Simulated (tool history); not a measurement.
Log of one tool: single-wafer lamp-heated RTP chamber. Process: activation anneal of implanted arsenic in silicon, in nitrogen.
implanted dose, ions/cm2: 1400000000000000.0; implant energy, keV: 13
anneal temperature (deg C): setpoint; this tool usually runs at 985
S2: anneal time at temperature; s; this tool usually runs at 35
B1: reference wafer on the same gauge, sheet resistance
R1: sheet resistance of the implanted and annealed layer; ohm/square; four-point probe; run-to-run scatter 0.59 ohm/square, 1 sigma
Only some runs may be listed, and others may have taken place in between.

run 1 hour=0 | anneal_temperature_(deg_C)=985 S2=35 | B1=113.11 | R1=118.03
run 2 hour=45.7 | anneal_temperature_(deg_C)=985 S2=35 | B1=113.12 | R1=116.43
-- hour=95.4 pyrometer window cleaned and pyrometer calibrated
run 3 hour=95.9 | anneal_temperature_(deg_C)=985 S2=35 | B1=113.11 | R1=121.33
-- hour=114.3 reflector plate cleaned
run 4 hour=139.3 | anneal_temperature_(deg_C)=994 S2=35 | B1=112.94 | R1=114.95
run 5 hour=188.7 | anneal_temperature_(deg_C)=985 S2=35 | B1=113.15 | R1=119.36
run 6 hour=230 | anneal_temperature_(deg_C)=985 S2=35 | B1=112.89 | R1=119.7
run 7 hour=328.6 | anneal_temperature_(deg_C)=985 S2=35 | B1=112.8 | R1=119.67
run 8 hour=416.8 | anneal_temperature_(deg_C)=985 S2=35 | B1=112.92 | R1=117.77
-- hour=596.1 reflector plate cleaned
run 9 hour=596.6 | anneal_temperature_(deg_C)=985 S2=35 | B1=112.7 | R1=114.82
run 10 hour=638.6 | anneal_temperature_(deg_C)=985 S2=35 | B1=112.81 | R1=113.91
-- hour=650.9 pyrometer window cleaned and pyrometer calibrated
run 11 hour=688.1 | anneal_temperature_(deg_C)=985 S2=35 | B1=112.84 | R1=120.39
run 12 hour=739.6 | anneal_temperature_(deg_C)=985 S2=35 | B1=112.92 | R1=121.78
run 13 hour=835.8 | anneal_temperature_(deg_C)=985 S2=35 | B1=112.85 | R1=119.63
run 14 hour=939.5 | anneal_temperature_(deg_C)=985 S2=35 | B1=113.09 | R1=118.67
run 15 hour=986.1 | anneal_temperature_(deg_C)=998 S2=22 | B1=112.92 | R1=119.99
run 16 hour=1050.6 | anneal_temperature_(deg_C)=1013 S2=28 | B1=113.1 | R1=103.92
-- hour=1110.2 reflector plate cleaned
-- hour=1115 pyrometer window cleaned and pyrometer calibrated
run 17 hour=1131.7 | anneal_temperature_(deg_C)=966 S2=42 | B1=113.08 | R1=130.38
run 18 hour=1232.2 | anneal_temperature_(deg_C)=985 S2=52 | B1=112.96 | R1=111.35
run 19 hour=1331.8 | anneal_temperature_(deg_C)=967 S2=54 | B1=112.9 | R1=123.49
run 20 hour=1391.5 | anneal_temperature_(deg_C)=985 S2=35 | B1=112.98 | R1=118.44
run 21 hour=1482.2 | anneal_temperature_(deg_C)=972 S2=52 | B1=113.27 | R1=116.06
-- hour=1546.3 pyrometer window cleaned and pyrometer calibrated
run 22 hour=1560.7 | anneal_temperature_(deg_C)=985 S2=35 | B1=113.15 | R1=119.51
run 23 hour=1635 | anneal_temperature_(deg_C)=957 S2=29 | B1=112.88 | R1=143.8
-- hour=1680.9 reflector plate cleaned
run 24 hour=1883.6 | anneal_temperature_(deg_C)=985 S2=47 | B1=112.88 | R1=110.34
-- hour=1913 gauge calibrated
run 25 hour=1961.5 | anneal_temperature_(deg_C)=1009 S2=24 | B1=112.98 | R1=109.22
-- hour=2088 pyrometer window cleaned and pyrometer calibrated
run 26 hour=2125.3 | anneal_temperature_(deg_C)=965 S2=51 | B1=113.16 | R1=126.22
-- hour=2144.1 reflector plate cleaned
run 27 hour=2233.3 | anneal_temperature_(deg_C)=985 S2=41 | B1=112.94 | R1=116.31
run 28 hour=2514.8 | anneal_temperature_(deg_C)=985 S2=51 | B1=113 | R1=106.79

Difference, measured minus no-hidden-state, one row per run. Run-to-run variation is common to both terms; the gauge's own scatter need not be:
The hidden state here: true wafer temperature minus pyrometer reading, K; wafer temperature error from the tarnished reflector plate, K; gauge reads high (%).
run=1 R1=-3.22
run=2 R1=-3.99
run=3 R1=-0.82
run=4 R1=-0.81
run=5 R1=-1.01
run=6 R1=-1.23
run=7 R1=-2.07
run=8 R1=-3.17
run=9 R1=-6.48
run=10 R1=-7.43
run=11 R1=-0.72
run=12 R1=-0.88
run=13 R1=-1.48
run=14 R1=-2.6
run=15 R1=-3.13
run=16 R1=-3.39
run=17 R1=-0.9
run=18 R1=-1.09
run=19 R1=-2.11
run=20 R1=-2.56
run=21 R1=-4.13
run=22 R1=-0.77
run=23 R1=-0.95
run=24 R1=-3.24
run=25 R1=-4
run=26 R1=-0.97
run=27 R1=-1.32
run=28 R1=-4.67
